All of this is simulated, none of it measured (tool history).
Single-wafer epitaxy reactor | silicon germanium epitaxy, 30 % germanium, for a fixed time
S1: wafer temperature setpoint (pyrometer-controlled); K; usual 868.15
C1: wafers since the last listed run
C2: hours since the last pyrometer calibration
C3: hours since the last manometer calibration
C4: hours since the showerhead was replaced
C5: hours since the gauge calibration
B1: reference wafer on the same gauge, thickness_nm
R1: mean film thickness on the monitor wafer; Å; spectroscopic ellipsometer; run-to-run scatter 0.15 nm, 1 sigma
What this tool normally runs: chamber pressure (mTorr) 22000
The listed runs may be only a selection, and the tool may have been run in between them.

Run 1, hour 0: usual settings; C1 0; C2 1820.1; C3 2132.9; C4 3171.7; C5 528.7; B1 55.589. Result: R1 551.06 Å.
Run 2, hour 35.1: usual settings; C1 560; C2 1855.2; C3 2168; C4 3206.8; C5 563.8; B1 55.624. Result: R1 548.84 Å.
Run 3, hour 85.8: usual settings but chamber pressure (mTorr) 18800; C1 809; C2 1905.9; C3 2218.7; C4 3257.5; C5 614.5; B1 55.665. Result: R1 496.84 Å.
Run 4, hour 135.3: usual settings but chamber pressure (mTorr) 18800; C1 790; C2 1955.4; C3 2268.2; C4 3307; C5 664; B1 55.604. Result: R1 497.23 Å.
Run 5, hour 203.1: usual settings but chamber pressure (mTorr) 18800; C1 1083; C2 2023.2; C3 2336; C4 3374.8; C5 731.8; B1 55.598. Result: R1 495.53 Å.
Run 6, hour 251.2: usual settings; C1 768; C2 2071.3; C3 2384.1; C4 3422.9; C5 779.9; B1 55.593. Result: R1 552.86 Å.
Run 7, hour 286.1: usual settings; C1 557; C2 2106.2; C3 2419; C4 3457.8; C5 814.8; B1 55.578. Result: R1 548.35 Å.
Run 8, hour 352: usual settings; C1 1052; C2 2172.1; C3 2484.9; C4 3523.7; C5 880.7; B1 55.612. Result: R1 551.99 Å.
At hour 380.4: gauge calibrated.
Run 9, hour 395.1: usual settings; C1 688; C2 2215.2; C3 2528; C4 3566.8; C5 14.7; B1 55.635. Result: R1 551.87 Å.
At hour 438.8: pyrometer calibrated.
Run 10, hour 439.3: usual settings but chamber pressure (mTorr) 19000; C1 578; C2 0.5; C3 2572.2; C4 3611; C5 58.9; B1 55.623. Result: R1 500.54 Å.
Run 11, hour 508.4: usual settings but S1 856.15 K, chamber pressure (mTorr) 23700; C1 1103; C2 69.6; C3 2641.3; C4 3680.1; C5 128; B1 55.646. Result: R1 454.11 Å.
At hour 528.9: showerhead replaced.
Run 12, hour 541.7: usual settings; C1 404; C2 102.9; C3 2674.6; C4 12.8; C5 161.3; B1 55.598. Result: R1 548.78 Å.
Run 13, hour 567.7: usual settings but chamber pressure (mTorr) 19400; C1 415; C2 128.9; C3 2700.6; C4 38.8; C5 187.3; B1 55.598. Result: R1 508.47 Å.
Run 14, hour 608: usual settings but S1 861.15 K, chamber pressure (mTorr) 24500; C1 643; C2 169.2; C3 2740.9; C4 79.1; C5 227.6; B1 55.601. Result: R1 514.49 Å.
Run 15, hour 666.6: usual settings; C1 936; C2 227.8; C3 2799.5; C4 137.7; C5 286.2; B1 55.551. Result: R1 551.42 Å.
At hour 710.7: capacitance manometer re-zeroed and calibrated.
Run 16, hour 718.5: usual settings but S1 863.15 K, chamber pressure (mTorr) 25800; C1 701; C2 279.7; C3 7.8; C4 189.6; C5 338.1; B1 55.585. Result: R1 551.37 Å.
Run 17, hour 773: usual settings; C1 870; C2 334.2; C3 62.3; C4 244.1; C5 392.6; B1 55.635. Result: R1 550.32 Å.
Run 18, hour 826.6: usual settings but chamber pressure (mTorr) 18800; C1 856; C2 387.8; C3 115.9; C4 297.7; C5 446.2; B1 55.612. Result: R1 494.32 Å.
Run 19, hour 879.5: usual settings but S1 873.15 K, chamber pressure (mTorr) 16600; C1 845; C2 440.7; C3 168.8; C4 350.6; C5 499.1; B1 55.605. Result: R1 499.67 Å.
Run 20, hour 912.2: usual settings but S1 874.15 K, chamber pressure (mTorr) 24000; C1 522; C2 473.4; C3 201.5; C4 383.3; C5 531.8; B1 55.61. Result: R1 654.38 Å.
Run 21, hour 970.6: usual settings but S1 881.15 K; C1 932; C2 531.8; C3 259.9; C4 441.7; C5 590.2; B1 55.555. Result: R1 703.95 Å.

What the log doesn't show, run by run:
wafer temperature above the value expected at the setpoint (K): 0, the same for each run
true pressure above the setpoint (%): 0, the same for each run
gauge reads high (%): 0, the same for each run
